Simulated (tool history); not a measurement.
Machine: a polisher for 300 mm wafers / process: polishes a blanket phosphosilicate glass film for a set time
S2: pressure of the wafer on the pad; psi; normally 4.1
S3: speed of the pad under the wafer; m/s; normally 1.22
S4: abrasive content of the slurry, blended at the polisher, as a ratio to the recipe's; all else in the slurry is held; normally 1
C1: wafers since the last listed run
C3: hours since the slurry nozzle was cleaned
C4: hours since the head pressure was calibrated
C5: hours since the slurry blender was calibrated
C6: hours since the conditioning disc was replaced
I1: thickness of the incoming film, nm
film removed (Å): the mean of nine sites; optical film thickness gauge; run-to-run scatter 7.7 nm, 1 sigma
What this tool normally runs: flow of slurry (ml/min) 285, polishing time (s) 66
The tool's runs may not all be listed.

run 1 hour=0 | flow_of_slurry_(ml/min)=285 S2=4.1 S3=1.22 S4=1 polishing_time_(s)=66 | C1=0 wafers_polished_on_this_pad=1035 C3=310 C4=1061 C5=258.6 C6=373.8 | I1=3138.5 | film_removed_(Å)=7393
run 2 hour=63.6 | flow_of_slurry_(ml/min)=285 S2=4.1 S3=1.22 S4=1 polishing_time_(s)=66 | C1=736 wafers_polished_on_this_pad=1772 C3=373.6 C4=1124.6 C5=322.2 C6=437.4 | I1=3151.6 | film_removed_(Å)=7454
-- hour=92.1 slurry blender recalibrated
-- hour=95.6 conditioning disc replaced and pad reconditioned
run 3 hour=110.8 | flow_of_slurry_(ml/min)=285 S2=4.1 S3=1.22 S4=1 polishing_time_(s)=66 | C1=500 wafers_polished_on_this_pad=2273 C3=420.8 C4=1171.8 C5=18.7 C6=15.2 | I1=3124.2 | film_removed_(Å)=7463
run 4 hour=165.3 | flow_of_slurry_(ml/min)=285 S2=4.1 S3=1.22 S4=1 polishing_time_(s)=66 | C1=631 wafers_polished_on_this_pad=2904 C3=475.3 C4=1226.3 C5=73.2 C6=69.7 | I1=3091.1 | film_removed_(Å)=7447
-- hour=174.5 worn pad replaced by a new one
run 5 hour=257.3 | flow_of_slurry_(ml/min)=285 S2=4.1 S3=1.22 S4=1 polishing_time_(s)=66 | C1=1019 wafers_polished_on_this_pad=959 C3=567.3 C4=1318.3 C5=165.2 C6=161.7 | I1=3070.7 | film_removed_(Å)=7392
run 6 hour=362.6 | flow_of_slurry_(ml/min)=285 S2=4.1 S3=1.22 S4=1 polishing_time_(s)=66 | C1=1220 wafers_polished_on_this_pad=2179 C3=672.6 C4=1423.6 C5=270.5 C6=267 | I1=3128.9 | film_removed_(Å)=7451
-- hour=366.5 slurry nozzle cleaned
-- hour=370.2 head pressure recalibrated
run 7 hour=411.8 | flow_of_slurry_(ml/min)=285 S2=4.1 S3=1.22 S4=1 polishing_time_(s)=66 | C1=535 wafers_polished_on_this_pad=2715 C3=45.3 C4=41.6 C5=319.7 C6=316.2 | I1=3128.4 | film_removed_(Å)=8344
-- hour=415.7 slurry blender recalibrated
-- hour=418.1 worn pad replaced by a new one
run 8 hour=486.2 | flow_of_slurry_(ml/min)=285 S2=4.1 S3=1.22 S4=1 polishing_time_(s)=66 | C1=810 wafers_polished_on_this_pad=788 C3=119.7 C4=116 C5=70.5 C6=390.6 | I1=3075.9 | film_removed_(Å)=8134
-- hour=510.2 conditioning disc replaced and pad reconditioned
run 9 hour=545.8 | flow_of_slurry_(ml/min)=285 S2=4.1 S3=1.22 S4=1 polishing_time_(s)=53 | C1=667 wafers_polished_on_this_pad=1456 C3=179.3 C4=175.6 C5=130.1 C6=35.6 | I1=3164.7 | film_removed_(Å)=6542
run 10 hour=633.3 | flow_of_slurry_(ml/min)=285 S2=4.1 S3=1.22 S4=1 polishing_time_(s)=66 | C1=1013 wafers_polished_on_this_pad=2470 C3=266.8 C4=263.1 C5=217.6 C6=123.1 | I1=3090.3 | film_removed_(Å)=7999
-- hour=677.7 worn pad replaced by a new one
run 11 hour=682.8 | flow_of_slurry_(ml/min)=325 S2=4.1 S3=1.22 S4=1 polishing_time_(s)=66 | C1=527 wafers_polished_on_this_pad=58 C3=316.3 C4=312.6 C5=267.1 C6=172.6 | I1=3046.4 | film_removed_(Å)=7905
-- hour=773.6 slurry blender recalibrated
run 12 hour=788.9 | flow_of_slurry_(ml/min)=345 S2=4.1 S3=0.96 S4=1 polishing_time_(s)=66 | C1=1206 wafers_polished_on_this_pad=1265 C3=422.4 C4=418.7 C5=15.3 C6=278.7 | I1=3137.1 | film_removed_(Å)=6699
run 13 hour=858 | flow_of_slurry_(ml/min)=215 S2=4.1 S3=1.54 S4=0.8 polishing_time_(s)=85 | C1=800 wafers_polished_on_this_pad=2065 C3=491.5 C4=487.8 C5=84.4 C6=347.8 | I1=3100.4 | film_removed_(Å)=10331
run 14 hour=903.4 | flow_of_slurry_(ml/min)=350 S2=4.1 S3=1.22 S4=1 polishing_time_(s)=66 | C1=526 wafers_polished_on_this_pad=2592 C3=536.9 C4=533.2 C5=129.8 C6=393.2 | I1=3095.7 | film_removed_(Å)=7947
-- hour=920.4 worn pad replaced by a new one
-- hour=921.8 conditioning disc replaced and pad reconditioned
run 15 hour=962.4 | flow_of_slurry_(ml/min)=185 S2=4.6 S3=1.22 S4=1.15 polishing_time_(s)=88 | C1=621 wafers_polished_on_this_pad=470 C3=595.9 C4=592.2 C5=188.8 C6=40.6 | I1=3120.7 | film_removed_(Å)=11960
run 16 hour=1070.4 | flow_of_slurry_(ml/min)=285 S2=4.1 S3=1.22 S4=1 polishing_time_(s)=80 | C1=1251 wafers_polished_on_this_pad=1722 C3=703.9 C4=700.2 C5=296.8 C6=148.6 | I1=3096.9 | film_removed_(Å)=9230
-- hour=1123.7 slurry nozzle cleaned
-- hour=1130.2 slurry blender recalibrated
run 17 hour=1161.9 | flow_of_slurry_(ml/min)=215 S2=4.1 S3=1.54 S4=0.8 polishing_time_(s)=85 | C1=1025 wafers_polished_on_this_pad=2747 C3=38.2 C4=791.7 C5=31.7 C6=240.1 | I1=3082.1 | film_removed_(Å)=9965

State the hidden condition of the tool at each of the runs:
removal rate lost through wear of the pad, %: 0 at every run
slurry flow missing at the pad, %: 0 at every run
abrasive missing from the slurry, %: 0 at every run
time polished since the conditioner stopped cutting, s: 0 at every run
H1: deviation of the head's pressure from its setpoint, %
run=1 H1=-11.7
run=2 H1=-11.8
run=3 H1=-11.9
run=4 H1=-12
run=5 H1=-12.1
run=6 H1=-12.2
run=7 H1=-0.924
run=8 H1=-2.56
run=9 H1=-3.68
run=10 H1=-5.07
run=11 H1=-5.73
run=12 H1=-6.92
run=13 H1=-7.55
run=14 H1=-7.92
run=15 H1=-8.33
run=16 H1=-8.96
run=17 H1=-9.38

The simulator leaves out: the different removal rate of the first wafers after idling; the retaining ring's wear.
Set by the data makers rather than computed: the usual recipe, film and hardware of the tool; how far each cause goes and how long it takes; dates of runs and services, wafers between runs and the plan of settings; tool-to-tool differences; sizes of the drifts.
